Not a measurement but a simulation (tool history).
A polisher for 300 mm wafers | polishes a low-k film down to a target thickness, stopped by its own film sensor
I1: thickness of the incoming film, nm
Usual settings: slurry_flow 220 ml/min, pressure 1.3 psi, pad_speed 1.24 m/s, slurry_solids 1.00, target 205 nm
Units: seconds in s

run 1 hour=0.0 | slurry_flow=220 pressure=1.3 pad_speed=1.24 slurry_solids=1.00 target=205 | I1=232.7 | seconds=93.5
run 2 hour=16.5 | slurry_flow=220 pressure=1.3 pad_speed=1.24 slurry_solids=1.00 target=205 | I1=230.7 | seconds=86.7
run 3 hour=24.3 | slurry_flow=220 pressure=1.3 pad_speed=1.24 slurry_solids=1.00 target=205 | I1=229.8 | seconds=85.8
run 4 hour=30.9 | slurry_flow=220 pressure=1.3 pad_speed=1.24 slurry_solids=1.00 target=205 | I1=234.4 | seconds=99.4
run 5 hour=42.4 | slurry_flow=220 pressure=1.3 pad_speed=1.24 slurry_solids=1.00 target=205 | I1=228.6 | seconds=80.5
-- hour=62.1 head pressure recalibrated
run 6 hour=62.6 | slurry_flow=220 pressure=1.3 pad_speed=1.24 slurry_solids=1.00 target=205 | I1=229.8 | seconds=83.6
run 7 hour=77.0 | slurry_flow=220 pressure=1.3 pad_speed=1.52 slurry_solids=1.00 target=205 | I1=229.9 | seconds=72.6
-- hour=84.0 worn pad replaced by a new one
run 8 hour=89.3 | slurry_flow=220 pressure=1.3 pad_speed=1.24 slurry_solids=1.00 target=205 | I1=229.7 | seconds=84.2
run 9 hour=100.1 | slurry_flow=255 pressure=1.1 pad_speed=1.24 slurry_solids=0.80 target=205 | I1=233.4 | seconds=126.9
run 10 hour=106.9 | slurry_flow=220 pressure=0.9 pad_speed=1.62 slurry_solids=1.25 target=210 | I1=229.3 | seconds=70.1
-- hour=108.9 slurry nozzle cleaned
run 11 hour=116.5 | slurry_flow=220 pressure=1.6 pad_speed=1.38 slurry_solids=1.00 target=205 | I1=228.4 | seconds=63.1
-- hour=131.7 conditioning disc replaced and pad reconditioned
run 12 hour=132.2 | slurry_flow=220 pressure=1.3 pad_speed=1.24 slurry_solids=1.00 target=205 | I1=228.0 | seconds=68.5
-- hour=141.8 slurry blender recalibrated
run 13 hour=142.3 | slurry_flow=290 pressure=1.3 pad_speed=1.24 slurry_solids=1.00 target=212 | I1=228.4 | seconds=48.0
run 14 hour=154.6 | slurry_flow=220 pressure=1.3 pad_speed=1.58 slurry_solids=1.00 target=205 | I1=229.2 | seconds=61.9
-- hour=174.2 worn pad replaced by a new one
run 15 hour=174.7 | slurry_flow=220 pressure=1.3 pad_speed=1.24 slurry_solids=1.00 target=205 | I1=229.4 | seconds=75.1
run 16 hour=189.5 | slurry_flow=220 pressure=1.3 pad_speed=1.44 slurry_solids=1.00 target=198 | I1=226.7 | seconds=77.9
run 17 hour=203.3 | slurry_flow=220 pressure=0.9 pad_speed=1.52 slurry_solids=1.00 target=201 | I1=233.3 | seconds=119.9
run 18 hour=240.0 | slurry_flow=170 pressure=1.3 pad_speed=1.24 slurry_solids=1.00 target=205 | I1=230.3 | seconds=81.9
run 19 hour=256.4 | slurry_flow=220 pressure=1.7 pad_speed=1.24 slurry_solids=1.00 target=205 | I1=230.1 | seconds=60.6
run 20 hour=273.5 | slurry_flow=200 pressure=1.8 pad_speed=1.24 slurry_solids=0.90 target=205 | I1=231.5 | seconds=68.7
-- hour=279.3 worn pad replaced by a new one
run 21 hour=283.7 | slurry_flow=220 pressure=1.3 pad_speed=1.24 slurry_solids=1.00 target=205 | I1=231.1 | seconds=85.4
run 22 hour=297.4 | slurry_flow=220 pressure=1.6 pad_speed=1.24 slurry_solids=1.15 target=212 | I1=231.6 | seconds=47.7
run 23 hour=314.5 | slurry_flow=220 pressure=1.3 pad_speed=1.24 slurry_solids=1.00 target=198 | I1=227.8 | seconds=95.7
run 24 hour=335.3 | slurry_flow=220 pressure=1.3 pad_speed=1.24 slurry_solids=1.00 target=198 | I1=232.3 | seconds=111.8
run 25 hour=342.7 | slurry_flow=220 pressure=1.3 pad_speed=1.24 slurry_solids=1.00 target=205 | I1=225.9 | seconds=68.1

Forecast each of these 5 alternatives for the next run:
run A hour=343.1 | slurry_flow=220 pressure=1.3 pad_speed=1.24 slurry_solids=1.00 target=205 | I1=229.1 | seconds=?
run B hour=343.1 | slurry_flow=220 pressure=1.6 pad_speed=1.24 slurry_solids=1.00 target=208 | I1=229.1 | seconds=?
run C hour=343.1 | slurry_flow=155 pressure=1.3 pad_speed=1.24 slurry_solids=0.70 target=205 | I1=229.1 | seconds=?
run D hour=343.1 | slurry_flow=220 pressure=1.6 pad_speed=1.24 slurry_solids=1.10 target=205 | I1=229.1 | seconds=?
run E hour=343.1 | slurry_flow=220 pressure=1.3 pad_speed=1.24 slurry_solids=0.85 target=205 | I1=229.1 | seconds=?

run=A seconds=79.2
run=B seconds=57.5
run=C seconds=103.9
run=D seconds=62.6
run=E seconds=86.7
Without the tool's hidden state the same runs would have given:
run=A seconds=70.7
run=B seconds=50.3
run=C seconds=92.8
run=D seconds=54.8
run=E seconds=77.4

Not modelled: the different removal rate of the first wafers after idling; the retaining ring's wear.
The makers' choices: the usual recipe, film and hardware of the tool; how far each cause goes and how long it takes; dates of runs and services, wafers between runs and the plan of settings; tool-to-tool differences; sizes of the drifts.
